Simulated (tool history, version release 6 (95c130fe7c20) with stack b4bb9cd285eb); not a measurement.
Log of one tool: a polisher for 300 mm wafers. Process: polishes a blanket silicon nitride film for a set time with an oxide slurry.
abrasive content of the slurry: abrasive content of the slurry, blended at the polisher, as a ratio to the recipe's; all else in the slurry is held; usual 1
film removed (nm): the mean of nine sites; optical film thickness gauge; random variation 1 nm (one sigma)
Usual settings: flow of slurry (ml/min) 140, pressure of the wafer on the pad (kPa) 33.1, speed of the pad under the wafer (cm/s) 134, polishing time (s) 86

run,hour,flow of slurry (ml/min),pressure of the wafer on the pad (kPa),speed of the pad under the wafer (cm/s),abrasive content of the slurry,polishing time (s),wafers since the last listed run,wafers polished on this pad,hours since the slurry nozzle was cleaned,hours since the head pressure was calibrated,hours since the slurry blender was calibrated,hours since the conditioning disc was replaced,"incoming thickness of the incoming film, nm",film removed (nm)
1,0,140,33.1,134,1,86,0,3251,39.5,527.1,487.6,500.6,276.6,84.8
2,60,140,33.1,134,1,86,454,3706,99.5,587.1,547.6,560.6,284,83
# hour 72.1: head pressure recalibrated
# hour 162.1: worn pad replaced by a new one
3,164.7,140,33.1,102,1,94,748,19,204.2,92.6,652.3,665.3,284.4,76.3
# hour 191.6: conditioning disc replaced and pad reconditioned
# hour 211.8: slurry blender recalibrated
4,236.4,140,33.1,160,1.25,77,513,532,275.9,164.3,24.6,44.8,274.4,103.5
5,334.5,140,24.1,134,1,86,743,1276,374,262.4,122.7,142.9,279.8,63.7
6,420.2,165,33.1,134,1,86,649,1926,459.7,348.1,208.4,228.6,284.2,88.9
7,498.4,140,40,134,1,86,592,2518,537.9,426.3,286.6,306.8,281.3,103
8,550.2,140,33.1,134,1,71,392,2911,589.7,478.1,338.4,358.6,281.4,71.6
# hour 590.9: slurry nozzle cleaned
9,633.3,125,33.1,94,1.3,86,622,3533,42.4,561.2,421.5,441.7,278.4,72
10,672.6,115,33.1,160,0.85,95,297,3831,81.7,600.5,460.8,481,275.7,92.1
# hour 707.6: head pressure recalibrated
11,765,110,33.1,134,1,86,685,4517,174.1,57.4,553.2,573.4,282.7,78.2
# hour 785.8: worn pad replaced by a new one
12,834.9,140,33.1,134,1,86,499,372,244,127.3,623.1,643.3,279.8,88.3
# hour 877.1: conditioning disc replaced and pad reconditioned
13,916.1,140,33.1,154,1,86,600,972,325.2,208.5,704.3,39,278.2,95.1
# hour 1005.4: slurry blender recalibrated
14,1014.5,180,33.1,156,1,86,730,1703,423.6,306.9,9.1,137.4,281.3,101.7
15,1100.9,140,33.1,162,1,67,654,2358,510,393.3,95.5,223.8,280,77.8
16,1176.1,140,33.1,134,1,86,570,2928,585.2,468.5,170.7,299,283.5,85.5
17,1226.2,165,33.1,134,1.15,86,379,3308,635.3,518.6,220.8,349.1,275.5,92
# hour 1267.4: slurry nozzle cleaned
18,1300.3,140,33.1,160,1.15,59,554,3862,32.9,592.7,294.9,423.2,283.3,70.8
# hour 1306.4: head pressure recalibrated
19,1381.9,140,33.1,150,1,86,603,4466,114.5,75.5,376.5,504.8,275.3,89.3
# hour 1457.4: worn pad replaced by a new one
20,1477.1,140,33.1,134,1,86,691,149,209.7,170.7,471.7,600,280.8,88.1
21,1528.5,140,36.5,104,1,68,389,539,261.1,222.1,523.1,651.4,283.3,63.9
# hour 1580.7: conditioning disc replaced and pad reconditioned
22,1584.4,175,33.1,168,1,86,408,947,317,278,579,3.7,282.1,109.8
23,1682.1,140,26.2,162,1,96,740,1688,414.7,375.7,676.7,101.4,283.7,90.1
24,1736.9,140,33.1,134,1,86,415,2103,469.5,430.5,731.5,156.2,282,86.7
# hour 1773.4: slurry blender recalibrated
25,1785.6,140,37.2,134,1.2,86,354,2457,518.2,479.2,12.2,204.9,284.2,108.8
26,1889.7,140,33.1,134,1,60,789,3247,622.3,583.3,116.3,309,279,59.1

Some steps in film removed (nm) between neighbouring runs. How much of each would the tool show without its hidden state too (settings, what came in, random variation), and how much is left for the hidden state, with any gauge scatter that isn't in both results?
The hidden state here: removal rate lost through wear of the pad, %; slurry flow missing at the pad, %; deviation of the head's pressure from its setpoint, %; abrasive missing from the slurry, %; time polished since the conditioner stopped cutting, s.
Run 11 -> 12: flow of slurry (ml/min) 110 -> 140, worn pad replaced by a new one. film removed (nm) +10.1: hidden state +5.2, all else +4.9.
Run 19 -> 20: speed of the pad under the wafer (cm/s) 150 -> 134, worn pad replaced by a new one. film removed (nm) -1.2: hidden state +7.4, all else -8.6.
Run 21 -> 22: flow of slurry (ml/min) 140 -> 175, pressure of the wafer on the pad (kPa) 36.5 -> 33.1, speed of the pad under the wafer (cm/s) 104 -> 168, polishing time (s) 68 -> 86, conditioning disc replaced and pad reconditioned. film removed (nm) +45.9: hidden state -0.5, all else +46.4.
Run 25 -> 26: pressure of the wafer on the pad (kPa) 37.2 -> 33.1, abrasive content of the slurry 1.2 -> 1, polishing time (s) 86 -> 60. film removed (nm) -49.7: hidden state +0.4, all else -50.1.

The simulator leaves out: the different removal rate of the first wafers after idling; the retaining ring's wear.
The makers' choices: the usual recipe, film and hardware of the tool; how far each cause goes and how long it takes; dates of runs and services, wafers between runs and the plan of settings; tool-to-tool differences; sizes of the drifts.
